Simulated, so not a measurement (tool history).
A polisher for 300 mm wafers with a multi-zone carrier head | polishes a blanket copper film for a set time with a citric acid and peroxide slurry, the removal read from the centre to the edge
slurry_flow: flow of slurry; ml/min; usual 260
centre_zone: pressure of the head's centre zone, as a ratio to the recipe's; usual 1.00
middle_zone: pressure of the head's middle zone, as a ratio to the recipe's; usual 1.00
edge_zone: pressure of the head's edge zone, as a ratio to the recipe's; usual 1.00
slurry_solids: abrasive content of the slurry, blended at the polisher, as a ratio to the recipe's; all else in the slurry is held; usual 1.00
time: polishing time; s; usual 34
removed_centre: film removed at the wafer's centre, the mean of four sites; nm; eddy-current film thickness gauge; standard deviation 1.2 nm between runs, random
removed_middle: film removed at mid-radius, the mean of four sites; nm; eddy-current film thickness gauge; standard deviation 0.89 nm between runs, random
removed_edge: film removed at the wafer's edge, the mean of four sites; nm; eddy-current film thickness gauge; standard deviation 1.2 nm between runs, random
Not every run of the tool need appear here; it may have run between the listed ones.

run   hour  slurry_flow  centre_zone  middle_zone  edge_zone  slurry_solids  time  incoming thickness of the incoming film, nm  removed_centre  removed_middle  removed_edge
  1    0.0          260         1.00         1.00       1.00           1.05    38                                       1262.5           106.5           112.9         113.2
  2   29.8          260         1.00         1.00       1.00           1.05    38                                       1264.3           110.9           111.7         112.5
  3   61.3          260         1.00         1.00       1.00           1.00    37                                       1257.8           104.1           107.0         107.4
      64.6  -- slurry nozzle cleaned
  4   96.5          260         1.00         1.00       1.00           1.00    34                                       1280.4            91.5            92.6          94.7
  5  131.6          260         1.00         1.00       1.00           1.00    34                                       1272.1            86.9            90.9          92.8
     159.0  -- worn pad replaced by a new one
  6  159.4          260         1.00         1.05       1.00           1.00    26                                       1258.6            64.5            71.8          70.5
  7  176.0          260         1.00         1.00       1.00           1.00    34                                       1265.1            83.4            88.2          93.5
     177.8  -- slurry nozzle cleaned, repeated, since the last time left the tool worse
  8  188.9          260         1.11         1.00       1.00           1.00    34                                       1240.0           109.8           103.3         101.1
  9  206.8          215         1.00         0.95       1.12           1.00    38                                       1274.4           106.9           105.8         116.7
 10  225.6          260         1.00         1.00       1.06           1.00    34                                       1264.3            99.9           101.4         103.8
 11  249.3          260         1.00         1.06       1.00           1.00    34                                       1257.6            96.8           106.9          99.8
     256.5  -- centre zone pressure recalibrated
 12  262.5          195         1.00         1.00       1.00           1.00    34                                       1264.1            91.2            96.5          97.1
 13  293.3          260         1.00         1.00       1.11           1.15    34                                       1262.5           100.2           101.3         109.4
     320.9  -- worn pad replaced by a new one
 14  328.8          260         0.94         1.00       1.11           1.00    27                                       1271.8            71.2            79.2          83.2
 15  345.1          260         1.00         1.00       1.00           1.00    34                                       1265.5            96.5           100.5         100.2
     353.9  -- edge zone pressure recalibrated
     406.6  -- carrier head's membrane replaced by a new one
     422.5  -- slurry nozzle cleaned
 16  449.5          260         1.00         1.00       1.00           1.00    34                                       1265.2            98.8           102.6         102.9
 17  483.3          260         1.00         1.00       1.00           1.00    34                                       1233.5            99.0           100.9         100.7
 18  500.2          260         1.00         1.00       1.00           1.00    34                                       1271.8            98.8           100.7         101.5
     518.7  -- worn pad replaced by a new one
 19  519.2          260         1.11         1.05       0.97           0.70    34                                       1268.0            99.8            96.0          89.8
 20  538.9          260         1.10         1.00       1.00           0.85    24                                       1265.3            71.6            67.7          67.0
 21  563.5          260         1.00         1.00       1.00           1.25    34                                       1261.6           101.0           106.4         105.7
 22  595.0          260         1.00         1.00       1.00           1.00    34                                       1248.8            97.6           100.7          99.5

For each run, what was the tool's unlogged condition?
removal rate lost through wear of the pad, %: 0 in every run
deviation of the centre zone's pressure from its setpoint, %: 0 in every run
deviation of the edge zone's pressure from its setpoint, %: 0 in every run
H1: slurry flow missing at the pad, %
run    H1
  1  20.3
  2  20.9
  3  21.4
  4  43.4
  5  48.3
  6  50.8
  7    52
  8   4.9
  9  8.44
 10  11.4
 11  14.3
 12  15.5
 13  17.7
 14  19.5
 15    20
 16  6.75
 17  11.7
 18  13.5
 19  15.2
 20  16.5
 21  17.7
 22  18.8
